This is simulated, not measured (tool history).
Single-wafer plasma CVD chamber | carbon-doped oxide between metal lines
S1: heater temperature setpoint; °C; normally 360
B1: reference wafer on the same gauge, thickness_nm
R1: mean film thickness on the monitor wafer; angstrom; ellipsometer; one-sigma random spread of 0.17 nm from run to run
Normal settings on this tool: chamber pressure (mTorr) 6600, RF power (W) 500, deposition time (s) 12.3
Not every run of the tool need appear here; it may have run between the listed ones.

Run 1, hour 0: usual settings but chamber pressure (mTorr) 5780; B1 65.373. Result: R1 616.43 angstrom.
At hour 41.7: thermocouple changed; heater temperature recalibrated.
Run 2, hour 42.2: usual settings but chamber pressure (mTorr) 5780; B1 65.405. Result: R1 629.44 angstrom.
At hour 59.7: RF generator calibrated.
Run 3, hour 82.4: usual settings but RF power (W) 555; B1 65.418. Result: R1 666.58 angstrom.
Run 4, hour 141.9: usual settings; B1 65.383. Result: R1 637.71 angstrom.
Run 5, hour 205.4: usual settings but S1 353 °C, deposition time (s) 11.5; B1 65.41. Result: R1 611.78 angstrom.
Run 6, hour 241.5: usual settings but S1 353 °C, deposition time (s) 11.5; B1 65.44. Result: R1 612.11 angstrom.
Run 7, hour 291.1: usual settings; B1 65.441. Result: R1 637.01 angstrom.
At hour 292: gauge calibrated.
Run 8, hour 387.8: usual settings; B1 65.387. Result: R1 637.07 angstrom.
Run 9, hour 445.4: usual settings but S1 353 °C, chamber pressure (mTorr) 7130, RF power (W) 440, deposition time (s) 14.4; B1 65.435. Result: R1 723.74 angstrom.
Run 10, hour 537.4: usual settings; B1 65.379. Result: R1 634.72 angstrom.
Run 11, hour 635.8: usual settings; B1 65.405. Result: R1 637.41 angstrom.
Run 12, hour 914.5: usual settings; B1 65.387. Result: R1 629.8 angstrom.
At hour 964.6: thermocouple changed; heater temperature recalibrated.
At hour 1171.8: RF generator calibrated.
Run 13, hour 1224.8: usual settings but S1 345 °C, deposition time (s) 10.3; B1 65.366. Result: R1 561.32 angstrom.
At hour 1270.3: showerhead replaced.
Run 14, hour 1281.5: usual settings but chamber pressure (mTorr) 5870, deposition time (s) 14.6; B1 65.377. Result: R1 742.44 angstrom.
Run 15, hour 1355.4: usual settings; B1 65.381. Result: R1 638.52 angstrom.
Run 16, hour 1445.4: usual settings; B1 65.376. Result: R1 637.52 angstrom.
At hour 1466.4: capacitance manometer re-zeroed and calibrated.
Run 17, hour 1551.1: usual settings but RF power (W) 565, deposition time (s) 10.2; B1 65.419. Result: R1 558.86 angstrom.
Run 18, hour 1612.3: usual settings but deposition time (s) 11; B1 65.418. Result: R1 569.66 angstrom.
Run 19, hour 1689.5: usual settings but S1 351 °C, chamber pressure (mTorr) 6080, RF power (W) 430, deposition time (s) 14; B1 65.391. Result: R1 686.89 angstrom.
Run 20, hour 1796.1: usual settings but S1 354 °C, RF power (W) 420, deposition time (s) 10.3; B1 65.384. Result: R1 500.91 angstrom.
At hour 1876.2: thermocouple changed; heater temperature recalibrated.
Run 21, hour 1890.6: usual settings but RF power (W) 570, deposition time (s) 13; B1 65.438. Result: R1 713.35 angstrom.
Run 22, hour 2039.7: usual settings but S1 352 °C; B1 65.42. Result: R1 655.83 angstrom.
Run 23, hour 2088.5: usual settings; B1 65.395. Result: R1 639.42 angstrom.
At hour 2164.4: RF generator calibrated.
Run 24, hour 2183.8: usual settings but S1 345 °C, chamber pressure (mTorr) 7950, RF power (W) 550; B1 65.394. Result: R1 707.15 angstrom.
Run 25, hour 2250.8: usual settings but RF power (W) 585, deposition time (s) 13.9; B1 65.445. Result: R1 771.68 angstrom.
Run 26, hour 2318: usual settings; B1 65.413. Result: R1 638.87 angstrom.
Run 27, hour 2417.4: usual settings but deposition time (s) 10.2; B1 65.37. Result: R1 530.53 angstrom.
Run 28, hour 2455.2: usual settings but chamber pressure (mTorr) 5210, RF power (W) 550, deposition time (s) 10.4; B1 65.397. Result: R1 538.07 angstrom.

4 ways to go on from here, each from the tool as it stands after run 28. What would each give?
Run A, hour 2455.6: usual settings but deposition time (s) 10.5; B1 ?. Result: R1 ?.
Run B, hour 2455.6: usual settings but RF power (W) 450; B1 ?. Result: R1 ?.
Run C, hour 2455.6: usual settings but deposition time (s) 14.3; B1 ?. Result: R1 ?.
Run D, hour 2455.6: usual settings but chamber pressure (mTorr) 5910, deposition time (s) 13.2; B1 ?. Result: R1 ?.

run      B1      R1
  A  65.372  543.31
  B  65.372  606.89
  C  65.372  736.16
  D  65.372  669.33
With the hidden condition removed and each run's random variation left untouched, the same runs would have given:
run      R1
  A  546.96
  B  610.97
  C  741.11
  D  673.83

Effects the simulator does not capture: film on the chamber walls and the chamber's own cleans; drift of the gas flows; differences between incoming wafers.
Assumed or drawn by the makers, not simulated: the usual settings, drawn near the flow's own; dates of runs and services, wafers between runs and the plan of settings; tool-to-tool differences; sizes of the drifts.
